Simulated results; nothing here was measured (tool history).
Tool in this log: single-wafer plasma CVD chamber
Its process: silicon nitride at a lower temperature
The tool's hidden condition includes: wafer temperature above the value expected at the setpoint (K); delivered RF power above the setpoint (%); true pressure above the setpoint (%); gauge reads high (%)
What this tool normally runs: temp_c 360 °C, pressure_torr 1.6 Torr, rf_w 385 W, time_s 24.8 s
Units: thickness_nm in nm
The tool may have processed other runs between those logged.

run   hour  temp_c  pressure_torr  rf_w  time_s  wafers since the last listed run  hours since the last thermocouple change  hours since the last RF generator calibration  hours since the last manometer calibration  hours since the showerhead was replaced  hours since the gauge calibration  read-back reference wafer on the same gauge, thickness_nm  thickness_nm
  1      0     360            1.6   385    24.8                                 0                                    2200.1                                         2479.2                                      2243.8                                   7696.6                              172.6                                                      32.39        30.846
  2   24.5     360            1.6   385    24.8                               614                                    2224.6                                         2503.7                                      2268.3                                   7721.1                              197.1                                                     32.391        30.864
  3   50.9     360            1.6   385    24.8                               661                                      2251                                         2530.1                                      2294.7                                   7747.5                              223.5                                                     32.423        30.826
      60.7  -- gauge calibrated
  4   76.8     360            1.6   385    24.8                               649                                    2276.9                                           2556                                      2320.6                                   7773.4                               16.1                                                     32.407        30.857
  5   98.4     360            1.6   385    24.8                               541                                    2298.5                                         2577.6                                      2342.2                                     7795                               37.7                                                     32.392        30.748
  6  127.6     360            1.6   385    24.8                               732                                    2327.7                                         2606.8                                      2371.4                                   7824.2                               66.9                                                     32.376        30.799
     150.1  -- showerhead replaced
  7  155.3     360            1.6   345    24.8                               493                                    2355.4                                         2634.5                                      2399.1                                      5.2                               94.6                                                     32.409        27.558
     176.7  -- capacitance manometer re-zeroed and calibrated
     216.3  -- RF generator calibrated
  8  216.8     360            1.6   345    24.8                              1140                                    2416.9                                            0.5                                        40.1                                     66.7                              156.1                                                     32.415        26.219
     245.7  -- thermocouple changed; heater temperature recalibrated
  9  246.2     360           1.88   385    24.8                               536                                       0.5                                           29.9                                        69.5                                     96.1                              185.5                                                     32.399        30.642
     247.8  -- gauge calibrated
 10  271.5     360           1.81   320    28.7                               634                                      25.8                                           55.2                                        94.8                                    121.4                               23.7                                                     32.397        28.708
     289.9  -- RF generator calibrated, repeated, since the last time left the tool worse
 11  290.4     350            1.6   385    24.8                               273                                      44.7                                            0.5                                       113.7                                    140.3                               42.6                                                       32.4        32.566
 12  314.9     360           1.33   385    24.8                               614                                      69.2                                             25                                       138.2                                    164.8                               67.1                                                      32.41        30.705
 13  332.1     365           1.42   315    24.8                               431                                      86.4                                           42.2                                       155.4                                      182                               84.3                                                     32.418        25.414
 14    356     360            1.6   385    21.9                               599                                     110.3                                           66.1                                       179.3                                    205.9                              108.2                                                     32.384        28.618
 15  374.8     349            1.6   425    24.8                               471                                     129.1                                           84.9                                       198.1                                    224.7                                127                                                     32.378        35.396
 16  392.5     360            1.6   385    24.8                               443                                     146.8                                          102.6                                       215.8                                    242.4                              144.7                                                     32.396        32.309
 17    407     360            1.6   385    24.8                               363                                     161.3                                          117.1                                       230.3                                    256.9                              159.2                                                     32.383        32.228
 18  421.9     360           1.72   385      28                               373                                     176.2                                            132                                       245.2                                    271.8                              174.1                                                     32.382        37.258

Below are 3 alternative next runs, each starting from the tool's condition after run 18. Predict each:
  A  422.3     360            1.6   385    24.8                                10                                     176.6                                          132.4                                       245.6                                    272.2                              174.5                                                          ?             ?
  B  422.3     352            1.6   385    24.8                                10                                     176.6                                          132.4                                       245.6                                    272.2                              174.5                                                          ?             ?
  C  422.3     360           1.72   355    24.8                                10                                     176.6                                          132.4                                       245.6                                    272.2                              174.5                                                          ?             ?

run  read-back reference wafer on the same gauge, thickness_nm  thickness_nm
  A                                                     32.381        32.197
  B                                                     32.381         32.29
  C                                                     32.381        30.367
The same runs, with their run-to-run variation unchanged, on a tool lacking any hidden condition would have given:
run  thickness_nm
  A        32.452
  B        32.545
  C        30.607
